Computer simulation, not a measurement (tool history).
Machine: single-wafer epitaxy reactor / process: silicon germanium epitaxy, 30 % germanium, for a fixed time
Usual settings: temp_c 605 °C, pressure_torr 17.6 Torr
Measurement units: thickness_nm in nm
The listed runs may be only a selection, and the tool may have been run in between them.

run	hour	temp_c	pressure_torr	read-back reference wafer on the same gauge, thickness_nm	thickness_nm
1	0	605	17.6	59.714	52.023
2	7	605	17.6	59.72	51.818
3	20.3	605	17.6	59.718	51.46
# hour 20.6: gauge calibrated
4	35.6	608	17.6	59.722	54.894
5	52	608	17.6	59.689	54.627
6	66.5	608	17.6	59.73	54.531
7	73.2	597	17.6	59.702	43.26
8	90.7	597	17.6	59.634	43.29
9	98	605	19.6	59.699	53.795
10	108.1	605	19.6	59.742	53.341
# hour 123.7: showerhead replaced, of another model than before
11	124.2	605	17.6	59.678	50.815
12	130.5	605	17.6	59.735	50.849
# hour 139.7: capacitance manometer re-zeroed and calibrated
13	141.3	605	17.6	59.714	51.196
14	155.1	605	17.6	59.7	50.912
15	166.3	610	15.4	59.651	51.2
16	172.9	598	13.2	59.679	35.282
17	186.6	613	15.6	59.696	55.04
18	202.8	605	17.6	59.665	50.514
# hour 210.9: pyrometer calibrated
19	219.6	605	16	59.732	53.594
20	227.3	600	19.7	59.654	55.287
21	238	605	17.6	59.711	57.247
# hour 240.7: gauge calibrated
22	255.9	608	17.6	59.721	60.536
23	262.1	605	19.6	59.689	61.314
24	272.5	610	17.6	59.764	63.135
25	281.9	605	17.6	59.699	56.991
26	294.3	613	13.8	59.71	56.206
27	300.3	609	17.6	59.724	61.885
28	317.2	615	21.2	59.686	78.819

3 options for the next run, each taken on its own from the tool as it stands now. Forecast them:
A	317.6	605	17.6	?	?
B	317.6	597	16.1	?	?
C	317.6	598	19.8	?	?

run	read-back reference wafer on the same gauge, thickness_nm	thickness_nm
A	59.731	57.15
B	59.731	45.492
C	59.731	53.299
With the hidden condition removed and each run's random variation left untouched, the same runs would have given:
run	thickness_nm
A	57.827
B	46.043
C	53.943
